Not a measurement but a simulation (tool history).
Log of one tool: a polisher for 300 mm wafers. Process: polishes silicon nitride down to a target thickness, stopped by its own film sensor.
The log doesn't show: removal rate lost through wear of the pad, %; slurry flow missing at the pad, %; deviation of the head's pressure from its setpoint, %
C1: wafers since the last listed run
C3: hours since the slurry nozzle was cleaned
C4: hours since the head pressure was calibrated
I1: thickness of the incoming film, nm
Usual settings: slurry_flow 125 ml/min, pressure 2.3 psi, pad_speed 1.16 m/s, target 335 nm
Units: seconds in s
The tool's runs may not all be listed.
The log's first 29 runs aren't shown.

run 30 hour=1878.8 | slurry_flow=95 pressure=2.0 pad_speed=1.26 target=316 | C1=601 wafers_polished_on_this_pad=2306 C3=182.4 C4=539.6 | I1=420.2 | seconds=81.5
run 31 hour=1922.1 | slurry_flow=125 pressure=2.3 pad_speed=1.16 target=315 | C1=416 wafers_polished_on_this_pad=2723 C3=225.7 C4=582.9 | I1=421.5 | seconds=76.2
run 32 hour=1957.2 | slurry_flow=125 pressure=2.3 pad_speed=1.16 target=335 | C1=338 wafers_polished_on_this_pad=3061 C3=260.8 C4=618.0 | I1=417.2 | seconds=59.3
run 33 hour=1999.9 | slurry_flow=105 pressure=2.8 pad_speed=1.16 target=360 | C1=411 wafers_polished_on_this_pad=3472 C3=303.5 C4=660.7 | I1=413.5 | seconds=33.9
run 34 hour=2070.5 | slurry_flow=145 pressure=1.8 pad_speed=0.88 target=308 | C1=679 wafers_polished_on_this_pad=4152 C3=374.1 C4=731.3 | I1=423.3 | seconds=123.6
run 35 hour=2121.1 | slurry_flow=155 pressure=2.9 pad_speed=1.04 target=343 | C1=487 wafers_polished_on_this_pad=4640 C3=424.7 C4=781.9 | I1=416.0 | seconds=46.6
run 36 hour=2166.0 | slurry_flow=170 pressure=1.8 pad_speed=0.98 target=314 | C1=432 wafers_polished_on_this_pad=5072 C3=469.6 C4=826.8 | I1=423.5 | seconds=106.9
run 37 hour=2210.6 | slurry_flow=125 pressure=2.3 pad_speed=1.16 target=335 | C1=429 wafers_polished_on_this_pad=5501 C3=514.2 C4=871.4 | I1=427.8 | seconds=69.6
-- hour=2242.8 worn pad replaced by a new one
run 38 hour=2243.3 | slurry_flow=125 pressure=2.3 pad_speed=1.50 target=310 | C1=276 wafers_polished_on_this_pad=4 C3=546.9 C4=904.1 | I1=422.3 | seconds=69.6

3 ways to go on from here, each from the tool as it stands after run 38. What would each give?
run A hour=2243.8 | slurry_flow=125 pressure=1.5 pad_speed=1.16 target=335 | C1=4 wafers_polished_on_this_pad=9 C3=547.4 C4=904.6 | I1=412.8 | seconds=?
run B hour=2243.8 | slurry_flow=100 pressure=1.6 pad_speed=1.46 target=344 | C1=4 wafers_polished_on_this_pad=9 C3=547.4 C4=904.6 | I1=412.8 | seconds=?
run C hour=2243.8 | slurry_flow=160 pressure=3.0 pad_speed=1.16 target=335 | C1=4 wafers_polished_on_this_pad=9 C3=547.4 C4=904.6 | I1=412.8 | seconds=?

run=A seconds=83.7
run=B seconds=61.7
run=C seconds=45.3
Without the tool's hidden state the same runs would have given:
run=A seconds=77.3
run=B seconds=56.2
run=C seconds=42.4
